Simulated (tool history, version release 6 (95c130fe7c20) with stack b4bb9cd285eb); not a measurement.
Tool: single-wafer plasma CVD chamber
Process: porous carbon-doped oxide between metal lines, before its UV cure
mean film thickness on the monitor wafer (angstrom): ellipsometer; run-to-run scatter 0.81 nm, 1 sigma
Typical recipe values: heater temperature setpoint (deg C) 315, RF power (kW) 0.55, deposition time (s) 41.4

run	day	heater temperature setpoint (deg C)	RF power (kW)	deposition time (s)	read-back reference wafer on the same gauge, thickness_nm	mean film thickness on the monitor wafer (angstrom)
1	0	315	0.595	41.4	229.865	2290.65
2	2.079	315	0.595	41.4	229.999	2304.51
3	3.883	315	0.55	41.4	230.11	2198.41
4	5.992	315	0.55	41.4	230	2205.53
5	10.212	315	0.55	41.4	230.023	2208.4
# day 15.188: showerhead replaced
# day 15.867: thermocouple changed; heater temperature recalibrated
6	17.892	315	0.55	41.4	230.028	2135.43
7	18.938	315	0.55	41.4	229.846	2154.65
8	20.117	315	0.55	41.4	229.956	2160.22
9	21.479	315	0.55	41.4	229.928	2141.64
10	23.354	320	0.605	36.6	229.788	1985.42
11	25.983	321	0.65	48.1	229.927	2691.32
12	28.038	315	0.55	41.4	229.723	2172.17
13	30.167	300	0.6	41.4	229.836	2437.4
14	31.446	315	0.55	49.1	230.109	2537.36
15	33.6	308	0.465	33.5	230.297	1650.77
16	36.546	315	0.55	41.4	229.724	2166.46
17	41.617	315	0.55	43.6	229.999	2271.67
18	43.342	310	0.62	38.2	230.097	2212.13
19	44.525	323	0.55	35	230.17	1782.37
# day 45.538: gauge calibrated
20	46.412	315	0.55	35.6	229.996	1869.41
21	47.833	315	0.55	41.4	230.071	2171.35
22	49.117	309	0.44	36.5	229.957	1733.85
23	50.65	315	0.635	41.4	229.726	2365.78
24	52.925	310	0.55	48.2	229.822	2589.33
25	55.404	321	0.55	41.4	230.304	2114.96
26	58.196	325	0.485	35.4	230.051	1659.28
27	60.346	308	0.51	39.2	230.121	2053.58
28	62.15	308	0.55	49.3	230.008	2674
29	63.917	315	0.48	41.4	230.263	2008.72
# day 65.821: RF generator calibrated
30	66.742	315	0.55	43.6	230.133	2317.14
31	68.312	321	0.615	41.4	230.263	2271.98
32	70.008	329	0.585	36.7	229.73	1898.36
33	71.538	315	0.655	36.3	229.971	2136.29

Alternative continuations, all from the tool just after run 33; predict every row:
A	71.554	315	0.55	41.4	?	?
B	71.554	325	0.605	34.1	?	?
C	71.554	326	0.485	36.8	?	?
D	71.554	306	0.495	41.4	?	?
E	71.554	315	0.63	36.6	?	?

run	read-back reference wafer on the same gauge, thickness_nm	mean film thickness on the monitor wafer (angstrom)
A	229.709	2182.93
B	229.709	1826.2
C	229.709	1716.76
D	229.709	2140.97
E	229.709	2097.83
Take away the tool's hidden state, keep each run's random variation, and the runs would have read:
run	mean film thickness on the monitor wafer (angstrom)
A	2131.98
B	1785.66
C	1678.9
D	2088.24
E	2048.87
